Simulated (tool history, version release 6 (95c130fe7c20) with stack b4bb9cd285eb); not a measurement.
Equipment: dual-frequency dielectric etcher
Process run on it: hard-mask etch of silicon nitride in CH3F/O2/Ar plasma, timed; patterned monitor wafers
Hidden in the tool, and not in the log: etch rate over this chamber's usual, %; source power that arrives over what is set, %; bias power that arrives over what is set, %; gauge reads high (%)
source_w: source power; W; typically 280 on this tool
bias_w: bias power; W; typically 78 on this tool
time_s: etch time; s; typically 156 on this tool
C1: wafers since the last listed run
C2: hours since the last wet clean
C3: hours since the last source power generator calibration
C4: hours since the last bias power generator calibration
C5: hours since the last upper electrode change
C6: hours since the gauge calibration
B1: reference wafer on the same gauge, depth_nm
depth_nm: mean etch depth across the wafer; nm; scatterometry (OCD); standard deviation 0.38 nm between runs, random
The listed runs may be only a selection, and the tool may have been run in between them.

run 1 hour=0 | source_w=280 bias_w=78 time_s=156 | C1=0 C2=124.7 C3=1822 C4=4897.3 C5=2735.7 C6=234.2 | B1=101.4 | depth_nm=86.3
run 2 hour=30.2 | source_w=300 bias_w=85 time_s=156 | C1=309 C2=154.9 C3=1852.2 C4=4927.5 C5=2765.9 C6=264.4 | B1=101.7 | depth_nm=89.8
run 3 hour=81.5 | source_w=300 bias_w=85 time_s=156 | C1=525 C2=206.2 C3=1903.5 C4=4978.8 C5=2817.2 C6=315.7 | B1=101.6 | depth_nm=89.1
run 4 hour=127 | source_w=300 bias_w=85 time_s=156 | C1=466 C2=251.7 C3=1949 C4=5024.3 C5=2862.7 C6=361.2 | B1=101.7 | depth_nm=89.1
run 5 hour=156.7 | source_w=280 bias_w=78 time_s=156 | C1=304 C2=281.4 C3=1978.7 C4=5054 C5=2892.4 C6=390.9 | B1=101.4 | depth_nm=84.7
run 6 hour=209.2 | source_w=280 bias_w=78 time_s=156 | C1=537 C2=333.9 C3=2031.2 C4=5106.5 C5=2944.9 C6=443.4 | B1=101.6 | depth_nm=85
-- hour=241.1 wet clean of the chamber
run 7 hour=265.2 | source_w=250 bias_w=78 time_s=156 | C1=327 C2=24.1 C3=2087.2 C4=5162.5 C5=3000.9 C6=499.4 | B1=101.6 | depth_nm=88.8
run 8 hour=289.4 | source_w=280 bias_w=78 time_s=156 | C1=247 C2=48.3 C3=2111.4 C4=5186.7 C5=3025.1 C6=523.6 | B1=101.5 | depth_nm=92.1
run 9 hour=332.8 | source_w=280 bias_w=78 time_s=184.5 | C1=444 C2=91.7 C3=2154.8 C4=5230.1 C5=3068.5 C6=567 | B1=101.6 | depth_nm=107.4
-- hour=367.4 source power generator calibrated
run 10 hour=374.1 | source_w=280 bias_w=78 time_s=184.5 | C1=382 C2=133 C3=6.7 C4=5271.4 C5=3109.8 C6=608.3 | B1=101.5 | depth_nm=107.3
-- hour=429.6 wet clean of the chamber, repeated, since the last time left the tool worse
run 11 hour=430.1 | source_w=280 bias_w=78 time_s=156 | C1=327 C2=0.5 C3=62.7 C4=5327.4 C5=3165.8 C6=664.3 | B1=101.6 | depth_nm=87.2
run 12 hour=441.8 | source_w=280 bias_w=78 time_s=156 | C1=119 C2=12.2 C3=74.4 C4=5339.1 C5=3177.5 C6=676 | B1=101.5 | depth_nm=87.1

Forecast run 13:
-- hour=461.4 bias power generator calibrated
run 13 hour=504.4 | source_w=230 bias_w=89 time_s=168.5 | C1=600 C2=74.8 C3=137 C4=43 C5=3240.1 C6=738.6 | B1=? | depth_nm=?

{"run 13": {"B1": 101.5, "depth_nm": 93.5}}
Take away the tool's hidden state, keep the run-to-run variation as it was, and the same run would have given depth_nm 94.1 nm.
